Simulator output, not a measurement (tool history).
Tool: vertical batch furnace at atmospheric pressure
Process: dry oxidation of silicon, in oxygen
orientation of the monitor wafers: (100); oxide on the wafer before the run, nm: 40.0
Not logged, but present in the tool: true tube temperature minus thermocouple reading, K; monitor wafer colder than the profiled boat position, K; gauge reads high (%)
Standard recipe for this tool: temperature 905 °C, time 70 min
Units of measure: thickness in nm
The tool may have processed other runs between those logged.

run   hour  temperature  time  wafers since the last listed run  hours since the last temperature calibration  hours since the boat lift was adjusted  hours since the gauge calibration  read-back reference wafer on the same gauge, thickness  thickness
  1      0          905    70                                 0                                          2789                                  4480.7                                165                                                   49.27      45.27
  2     17          905    70                               238                                          2806                                  4497.7                                182                                                   49.33      45.02
  3   44.6          905    70                               386                                        2833.6                                  4525.3                              209.6                                                   49.33      45.24
  4   59.1          905    70                               203                                        2848.1                                  4539.8                              224.1                                                   49.33      45.95
  5   75.2          905    70                               225                                        2864.2                                  4555.9                              240.2                                                   49.39      45.39
  6  129.3          905    45                               758                                        2918.3                                    4610                              294.3                                                   49.31      41.94
     179.8  -- thermocouples replaced and temperature profile calibrated
     193.3  -- boat lift adjusted
  7  193.8          918    70                               378                                            14                                     0.5                              358.8                                                   49.29      47.27
  8  197.9          918    70                                57                                          18.1                                     4.6                              362.9                                                    49.3      47.14
  9  208.5          918    70                               148                                          28.7                                    15.2                              373.5                                                   49.21      48.02
 10  223.8          913    70                               214                                            44                                    30.5                              388.8                                                   49.37      46.56
 11  243.1          913    70                               270                                          63.3                                    49.8                              408.1                                                   49.21      46.98
 12  278.5          905    49                               496                                          98.7                                    85.2                              443.5                                                   49.22      42.59
 13  299.2          927    51                               290                                         119.4                                   105.9                              464.2                                                   49.26      46.23
     315.7  -- gauge calibrated
 14  329.4          894    84                               423                                         149.6                                   136.1                               13.7                                                   49.34      45.47
 15  350.6          917    39                               297                                         170.8                                   157.3                               34.9                                                    49.3      41.75
 16  369.8          891    55                               269                                           190                                   176.5                               54.1                                                   49.28      42.32
 17  391.9          905    70                               309                                         212.1                                   198.6                               76.2                                                   49.32      45.37
 18  427.2          905    70                               494                                         247.4                                   233.9                              111.5                                                   49.24      45.41
 19  447.6          930   101                               285                                         267.8                                   254.3                              131.9                                                   49.34      56.12
 20  482.8          915    61                               493                                           303                                   289.5                              167.1                                                    49.2      45.87
 21  514.1          926  35.5                               438                                         334.3                                   320.8                              198.4                                                   49.28      42.66
 22  549.7          917    39                               498                                         369.9                                   356.4                                234                                                   49.28      42.18
 23  561.7          905    70                               168                                         381.9                                   368.4                                246                                                   49.35       45.1

5 ways to go on from here, each from the tool as it stands after run 23. What would each give?
  A  565.9          905    92                                58                                         386.1                                   372.6                              250.2                                                       ?          ?
  B  565.9          913  53.5                                58                                         386.1                                   372.6                              250.2                                                       ?          ?
  C  565.9          905  42.5                                58                                         386.1                                   372.6                              250.2                                                       ?          ?
  D  565.9          891    48                                58                                         386.1                                   372.6                              250.2                                                       ?          ?
  E  565.9          882  49.5                                58                                         386.1                                   372.6                              250.2                                                       ?          ?

run  read-back reference wafer on the same gauge, thickness  thickness
  A                                                   49.33      48.71
  B                                                   49.33      44.41
  C                                                   49.33      41.87
  D                                                   49.33      41.29
  E                                                   49.33      40.69
The same runs, with their run-to-run variation unchanged, on a tool lacking any hidden condition would have given:
run  thickness
  A      48.71
  B      44.41
  C      41.87
  D      41.29
  E      40.69

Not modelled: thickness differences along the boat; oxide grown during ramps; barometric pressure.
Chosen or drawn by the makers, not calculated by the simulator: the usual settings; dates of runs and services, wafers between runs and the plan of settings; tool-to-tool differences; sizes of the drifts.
